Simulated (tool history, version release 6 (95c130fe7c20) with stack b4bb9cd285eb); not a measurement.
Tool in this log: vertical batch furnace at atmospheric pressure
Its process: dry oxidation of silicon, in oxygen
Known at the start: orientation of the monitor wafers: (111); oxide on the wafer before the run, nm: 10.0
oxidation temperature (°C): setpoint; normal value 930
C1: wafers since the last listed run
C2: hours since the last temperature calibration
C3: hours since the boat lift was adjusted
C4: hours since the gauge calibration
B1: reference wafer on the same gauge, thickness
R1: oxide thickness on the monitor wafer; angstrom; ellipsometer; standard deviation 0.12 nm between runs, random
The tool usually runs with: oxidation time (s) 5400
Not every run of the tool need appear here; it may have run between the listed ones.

run 1 day=0 | oxidation_temperature_(°C)=930 oxidation_time_(s)=5400 | C1=0 C2=2929.5 C3=2811.2 C4=384.8 | B1=62.92 | R1=534.3
run 2 day=0.946 | oxidation_temperature_(°C)=930 oxidation_time_(s)=5400 | C1=325 C2=2952.2 C3=2833.9 C4=407.5 | B1=62.88 | R1=535.3
run 3 day=1.467 | oxidation_temperature_(°C)=930 oxidation_time_(s)=7080 | C1=179 C2=2964.7 C3=2846.4 C4=420 | B1=62.91 | R1=637.3
run 4 day=2.029 | oxidation_temperature_(°C)=930 oxidation_time_(s)=7080 | C1=193 C2=2978.2 C3=2859.9 C4=433.5 | B1=62.94 | R1=640.5
run 5 day=3.171 | oxidation_temperature_(°C)=930 oxidation_time_(s)=7080 | C1=392 C2=3005.6 C3=2887.3 C4=460.9 | B1=62.96 | R1=637.6
run 6 day=4.108 | oxidation_temperature_(°C)=930 oxidation_time_(s)=5400 | C1=322 C2=3028.1 C3=2909.8 C4=483.4 | B1=62.84 | R1=534.2
run 7 day=4.938 | oxidation_temperature_(°C)=930 oxidation_time_(s)=5400 | C1=285 C2=3048 C3=2929.7 C4=503.3 | B1=62.86 | R1=536.2
run 8 day=5.45 | oxidation_temperature_(°C)=912 oxidation_time_(s)=5400 | C1=176 C2=3060.3 C3=2942 C4=515.6 | B1=62.84 | R1=460.5
run 9 day=6.679 | oxidation_temperature_(°C)=912 oxidation_time_(s)=5400 | C1=422 C2=3089.8 C3=2971.5 C4=545.1 | B1=62.89 | R1=459.3
run 10 day=10.146 | oxidation_temperature_(°C)=912 oxidation_time_(s)=5400 | C1=1192 C2=3173 C3=3054.7 C4=628.3 | B1=62.85 | R1=460.5
run 11 day=11.071 | oxidation_temperature_(°C)=947 oxidation_time_(s)=5400 | C1=318 C2=3195.2 C3=3076.9 C4=650.5 | B1=62.94 | R1=613.3
run 12 day=11.858 | oxidation_temperature_(°C)=946 oxidation_time_(s)=5400 | C1=270 C2=3214.1 C3=3095.8 C4=669.4 | B1=62.86 | R1=607.4
run 13 day=12.929 | oxidation_temperature_(°C)=939 oxidation_time_(s)=5400 | C1=368 C2=3239.8 C3=3121.5 C4=695.1 | B1=62.93 | R1=575.4
run 14 day=14.225 | oxidation_temperature_(°C)=949 oxidation_time_(s)=6780 | C1=445 C2=3270.9 C3=3152.6 C4=726.2 | B1=62.88 | R1=722.5
run 15 day=15.192 | oxidation_temperature_(°C)=949 oxidation_time_(s)=6780 | C1=332 C2=3294.1 C3=3175.8 C4=749.4 | B1=62.88 | R1=722.6
run 16 day=16.192 | oxidation_temperature_(°C)=952 oxidation_time_(s)=6870 | C1=343 C2=3318.1 C3=3199.8 C4=773.4 | B1=62.91 | R1=745.4
-- day=16.725 gauge calibrated
run 17 day=17.267 | oxidation_temperature_(°C)=923 oxidation_time_(s)=7140 | C1=369 C2=3343.9 C3=3225.6 C4=13 | B1=62.91 | R1=607.4
run 18 day=18.454 | oxidation_temperature_(°C)=915 oxidation_time_(s)=4110 | C1=408 C2=3372.4 C3=3254.1 C4=41.5 | B1=62.91 | R1=402.6
run 19 day=19.925 | oxidation_temperature_(°C)=924 oxidation_time_(s)=6870 | C1=505 C2=3407.7 C3=3289.4 C4=76.8 | B1=62.95 | R1=599.6
run 20 day=21.283 | oxidation_temperature_(°C)=947 oxidation_time_(s)=6480 | C1=467 C2=3440.3 C3=3322 C4=109.4 | B1=62.91 | R1=692.1
-- day=22.85 boat lift adjusted
-- day=23.004 thermocouples replaced and temperature profile calibrated
run 21 day=23.025 | oxidation_temperature_(°C)=930 oxidation_time_(s)=5400 | C1=201 C2=0.5 C3=4.2 C4=151.2 | B1=62.93 | R1=525.7
run 22 day=23.288 | oxidation_temperature_(°C)=913 oxidation_time_(s)=4590 | C1=90 C2=6.8 C3=10.5 C4=157.5 | B1=62.88 | R1=411
run 23 day=24.35 | oxidation_temperature_(°C)=917 oxidation_time_(s)=3210 | C1=365 C2=32.3 C3=36 C4=183 | B1=62.96 | R1=345.4
run 24 day=25.738 | oxidation_temperature_(°C)=938 oxidation_time_(s)=4350 | C1=477 C2=65.6 C3=69.3 C4=216.3 | B1=62.88 | R1=489.7
run 25 day=27.188 | oxidation_temperature_(°C)=930 oxidation_time_(s)=3180 | C1=498 C2=100.4 C3=104.1 C4=251.1 | B1=62.9 | R1=378.6
run 26 day=28.425 | oxidation_temperature_(°C)=930 oxidation_time_(s)=5400 | C1=425 C2=130.1 C3=133.8 C4=280.8 | B1=62.93 | R1=524.7
run 27 day=28.975 | oxidation_temperature_(°C)=930 oxidation_time_(s)=5400 | C1=189 C2=143.3 C3=147 C4=294 | B1=62.95 | R1=526.4
run 28 day=29.604 | oxidation_temperature_(°C)=930 oxidation_time_(s)=5400 | C1=216 C2=158.4 C3=162.1 C4=309.1 | B1=62.91 | R1=525.5
run 29 day=30.842 | oxidation_temperature_(°C)=930 oxidation_time_(s)=3180 | C1=425 C2=188.1 C3=191.8 C4=338.8 | B1=62.92 | R1=378.5
run 30 day=31.638 | oxidation_temperature_(°C)=954 oxidation_time_(s)=7020 | C1=273 C2=207.2 C3=210.9 C4=357.9 | B1=62.89 | R1=747.4
run 31 day=32.704 | oxidation_temperature_(°C)=916 oxidation_time_(s)=5400 | C1=366 C2=232.8 C3=236.5 C4=383.5 | B1=62.93 | R1=465.2
run 32 day=33.329 | oxidation_temperature_(°C)=952 oxidation_time_(s)=3780 | C1=214 C2=247.8 C3=251.5 C4=398.5 | B1=62.85 | R1=496.7
run 33 day=33.867 | oxidation_temperature_(°C)=923 oxidation_time_(s)=3180 | C1=184 C2=260.7 C3=264.4 C4=411.4 | B1=62.82 | R1=358.6
run 34 day=35.158 | oxidation_temperature_(°C)=908 oxidation_time_(s)=7740 | C1=444 C2=291.7 C3=295.4 C4=442.4 | B1=62.91 | R1=544.3
run 35 day=36.088 | oxidation_temperature_(°C)=930 oxidation_time_(s)=4020 | C1=319 C2=314 C3=317.7 C4=464.7 | B1=62.92 | R1=436.3
run 36 day=36.679 | oxidation_temperature_(°C)=930 oxidation_time_(s)=5400 | C1=203 C2=328.2 C3=331.9 C4=478.9 | B1=62.96 | R1=526.2
run 37 day=37.792 | oxidation_temperature_(°C)=930 oxidation_time_(s)=5400 | C1=382 C2=354.9 C3=358.6 C4=505.6 | B1=62.91 | R1=525
run 38 day=38.854 | oxidation_temperature_(°C)=945 oxidation_time_(s)=7290 | C1=365 C2=380.4 C3=384.1 C4=531.1 | B1=62.87 | R1=716.8

For each entry between runs, how does the tool's hidden state at the last listed run before it compare with that at the first listed run after it?
After run 16, before run 17: gauge calibrated (day 16.725)
  true tube temperature minus thermocouple reading, K: 6.05 -> 6.14; monitor wafer colder than the profiled boat position, K: 3.23 -> 3.25
  measured less the result without the state, R1: +15.6 -> +15 angstrom
After run 20, before run 21: boat lift adjusted (day 22.85); thermocouples replaced and temperature profile calibrated (day 23.004)
  true tube temperature minus thermocouple reading, K: 6.49 -> 0.0493; monitor wafer colder than the profiled boat position, K: 3.34 -> 0.177
  measured less the result without the state, R1: +16.3 -> -0.5 angstrom
